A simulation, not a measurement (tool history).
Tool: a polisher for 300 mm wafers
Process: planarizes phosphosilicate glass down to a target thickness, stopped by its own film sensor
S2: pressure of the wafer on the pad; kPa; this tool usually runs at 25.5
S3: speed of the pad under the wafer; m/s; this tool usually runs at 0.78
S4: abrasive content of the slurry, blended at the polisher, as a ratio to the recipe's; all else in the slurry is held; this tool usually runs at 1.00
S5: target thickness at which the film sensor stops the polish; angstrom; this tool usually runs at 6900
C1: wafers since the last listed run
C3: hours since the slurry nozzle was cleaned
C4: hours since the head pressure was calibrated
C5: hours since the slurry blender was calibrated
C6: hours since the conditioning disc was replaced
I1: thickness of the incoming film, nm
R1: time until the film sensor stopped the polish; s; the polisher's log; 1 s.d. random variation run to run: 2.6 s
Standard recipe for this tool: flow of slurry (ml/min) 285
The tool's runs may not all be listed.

run 1 day=0.000 | flow_of_slurry_(ml/min)=285 S2=25.5 S3=0.78 S4=1.00 S5=6900 | C1=0 wafers_polished_on_this_pad=3020 C3=810.0 C4=904.4 C5=295.7 C6=768.7 | I1=1866.9 | R1=124.3
-- day=0.346 conditioning disc replaced and pad reconditioned
-- day=1.246 slurry nozzle cleaned
run 2 day=2.338 | flow_of_slurry_(ml/min)=285 S2=25.5 S3=0.78 S4=1.00 S5=6900 | C1=428 wafers_polished_on_this_pad=3448 C3=26.2 C4=960.5 C5=351.8 C6=47.8 | I1=1886.9 | R1=126.0
run 3 day=5.683 | flow_of_slurry_(ml/min)=285 S2=25.5 S3=0.78 S4=1.00 S5=6900 | C1=647 wafers_polished_on_this_pad=4095 C3=106.5 C4=1040.8 C5=432.1 C6=128.1 | I1=1893.6 | R1=122.2
run 4 day=8.446 | flow_of_slurry_(ml/min)=200 S2=33.1 S3=0.78 S4=1.00 S5=3310 | C1=534 wafers_polished_on_this_pad=4630 C3=172.8 C4=1107.1 C5=498.4 C6=194.4 | I1=1860.2 | R1=126.4
run 5 day=10.829 | flow_of_slurry_(ml/min)=285 S2=25.5 S3=0.78 S4=0.90 S5=6900 | C1=461 wafers_polished_on_this_pad=5091 C3=230.0 C4=1164.3 C5=555.6 C6=251.6 | I1=1869.5 | R1=131.7
-- day=14.479 head pressure recalibrated
run 6 day=15.208 | flow_of_slurry_(ml/min)=285 S2=25.5 S3=0.78 S4=1.00 S5=6900 | C1=831 wafers_polished_on_this_pad=5923 C3=335.1 C4=17.5 C5=660.7 C6=356.7 | I1=1859.5 | R1=115.7
-- day=16.196 worn pad replaced by a new one
-- day=17.908 slurry blender recalibrated
run 7 day=17.929 | flow_of_slurry_(ml/min)=285 S2=16.5 S3=0.64 S4=1.25 S5=6900 | C1=478 wafers_polished_on_this_pad=319 C3=400.4 C4=82.8 C5=0.5 C6=422.0 | I1=1918.9 | R1=203.9
run 8 day=20.158 | flow_of_slurry_(ml/min)=285 S2=25.5 S3=0.70 S4=1.00 S5=10420 | C1=431 wafers_polished_on_this_pad=750 C3=453.9 C4=136.3 C5=54.0 C6=475.5 | I1=1878.2 | R1=91.7
run 9 day=21.883 | flow_of_slurry_(ml/min)=285 S2=25.5 S3=0.56 S4=1.00 S5=6900 | C1=333 wafers_polished_on_this_pad=1084 C3=495.3 C4=177.7 C5=95.4 C6=516.9 | I1=1873.8 | R1=149.0
-- day=30.946 conditioning disc replaced and pad reconditioned
-- day=32.033 head pressure recalibrated, repeated, since the last time left the tool worse
run 10 day=32.054 | flow_of_slurry_(ml/min)=385 S2=18.6 S3=0.78 S4=1.15 S5=3550 | C1=1936 wafers_polished_on_this_pad=3020 C3=739.4 C4=0.5 C5=339.5 C6=26.6 | I1=1885.2 | R1=218.3
run 11 day=33.717 | flow_of_slurry_(ml/min)=285 S2=31.7 S3=0.78 S4=1.00 S5=6900 | C1=321 wafers_polished_on_this_pad=3342 C3=779.3 C4=40.4 C5=379.4 C6=66.5 | I1=1900.9 | R1=111.2
-- day=33.788 slurry nozzle cleaned
run 12 day=37.429 | flow_of_slurry_(ml/min)=285 S2=25.5 S3=0.62 S4=1.00 S5=6900 | C1=710 wafers_polished_on_this_pad=4052 C3=87.4 C4=129.5 C5=468.5 C6=155.6 | I1=1878.9 | R1=160.1
run 13 day=39.317 | flow_of_slurry_(ml/min)=285 S2=25.5 S3=0.78 S4=1.00 S5=6900 | C1=365 wafers_polished_on_this_pad=4418 C3=132.7 C4=174.8 C5=513.8 C6=200.9 | I1=1874.6 | R1=123.6
run 14 day=41.204 | flow_of_slurry_(ml/min)=205 S2=25.5 S3=0.78 S4=1.25 S5=4520 | C1=365 wafers_polished_on_this_pad=4783 C3=178.0 C4=220.1 C5=559.1 C6=246.2 | I1=1874.7 | R1=140.5
run 15 day=44.604 | flow_of_slurry_(ml/min)=285 S2=25.5 S3=0.78 S4=1.00 S5=6900 | C1=657 wafers_polished_on_this_pad=5441 C3=259.6 C4=301.7 C5=640.7 C6=327.8 | I1=1914.2 | R1=132.7
-- day=45.542 worn pad replaced by a new one
run 16 day=48.600 | flow_of_slurry_(ml/min)=210 S2=33.1 S3=0.78 S4=0.90 S5=6900 | C1=741 wafers_polished_on_this_pad=591 C3=355.5 C4=397.6 C5=736.6 C6=423.7 | I1=1900.4 | R1=110.7
run 17 day=50.117 | flow_of_slurry_(ml/min)=285 S2=25.5 S3=0.78 S4=1.00 S5=6900 | C1=293 wafers_polished_on_this_pad=885 C3=391.9 C4=434.0 C5=773.0 C6=460.1 | I1=1867.0 | R1=127.8
-- day=50.338 slurry blender recalibrated
run 18 day=53.804 | flow_of_slurry_(ml/min)=285 S2=25.5 S3=0.78 S4=1.10 S5=4020 | C1=697 wafers_polished_on_this_pad=1582 C3=480.4 C4=522.5 C5=83.2 C6=548.6 | I1=1879.6 | R1=147.3
run 19 day=58.017 | flow_of_slurry_(ml/min)=285 S2=25.5 S3=0.92 S4=1.00 S5=4620 | C1=815 wafers_polished_on_this_pad=2398 C3=581.5 C4=623.6 C5=184.3 C6=649.7 | I1=1866.1 | R1=132.9
run 20 day=62.096 | flow_of_slurry_(ml/min)=375 S2=25.5 S3=0.86 S4=1.00 S5=9750 | C1=789 wafers_polished_on_this_pad=3187 C3=679.4 C4=721.5 C5=282.2 C6=747.6 | I1=1886.8 | R1=87.3
-- day=63.508 conditioning disc replaced and pad reconditioned
run 21 day=64.371 | flow_of_slurry_(ml/min)=285 S2=17.2 S3=0.78 S4=1.00 S5=6900 | C1=424 wafers_polished_on_this_pad=3611 C3=734.0 C4=776.1 C5=336.8 C6=20.7 | I1=1847.9 | R1=178.2
run 22 day=66.054 | flow_of_slurry_(ml/min)=285 S2=25.5 S3=0.78 S4=1.00 S5=6900 | C1=325 wafers_polished_on_this_pad=3937 C3=774.4 C4=816.5 C5=377.2 C6=61.1 | I1=1903.0 | R1=127.7
run 23 day=68.258 | flow_of_slurry_(ml/min)=285 S2=25.5 S3=0.78 S4=1.00 S5=3830 | C1=426 wafers_polished_on_this_pad=4364 C3=827.3 C4=869.4 C5=430.1 C6=114.0 | I1=1898.1 | R1=159.2
-- day=69.562 slurry nozzle cleaned
run 24 day=71.762 | flow_of_slurry_(ml/min)=205 S2=25.5 S3=0.78 S4=0.80 S5=6900 | C1=670 wafers_polished_on_this_pad=5034 C3=52.8 C4=953.5 C5=514.2 C6=198.1 | I1=1880.6 | R1=144.2
-- day=72.712 worn pad replaced by a new one
run 25 day=75.050 | flow_of_slurry_(ml/min)=245 S2=28.3 S3=0.62 S4=1.00 S5=9730 | C1=603 wafers_polished_on_this_pad=452 C3=131.7 C4=1032.4 C5=593.1 C6=277.0 | I1=1880.2 | R1=103.7
-- day=78.233 slurry blender recalibrated
-- day=84.546 head pressure recalibrated
run 26 day=87.033 | flow_of_slurry_(ml/min)=370 S2=31.7 S3=0.78 S4=0.80 S5=8410 | C1=2286 wafers_polished_on_this_pad=2739 C3=419.3 C4=59.7 C5=211.2 C6=564.6 | I1=1905.8 | R1=113.0

Per-run results on a tool with no hidden state, each run keeping its own random variation:
The hidden state here: removal rate lost through wear of the pad, %; slurry flow missing at the pad, %; deviation of the head's pressure from its setpoint, %; abrasive missing from the slurry, %; time polished since the conditioner stopped cutting, s.
run=1 R1=132.0
run=2 R1=134.3
run=3 R1=130.9
run=4 R1=135.9
run=5 R1=142.1
run=6 R1=130.8
run=7 R1=231.3
run=8 R1=104.3
run=9 R1=170.0
run=10 R1=222.1
run=11 R1=113.4
run=12 R1=164.1
run=13 R1=127.1
run=14 R1=144.9
run=15 R1=137.5
run=16 R1=115.5
run=17 R1=133.6
run=18 R1=154.7
run=19 R1=140.5
run=20 R1=92.9
run=21 R1=190.1
run=22 R1=136.7
run=23 R1=170.9
run=24 R1=155.6
run=25 R1=112.4
run=26 R1=113.5
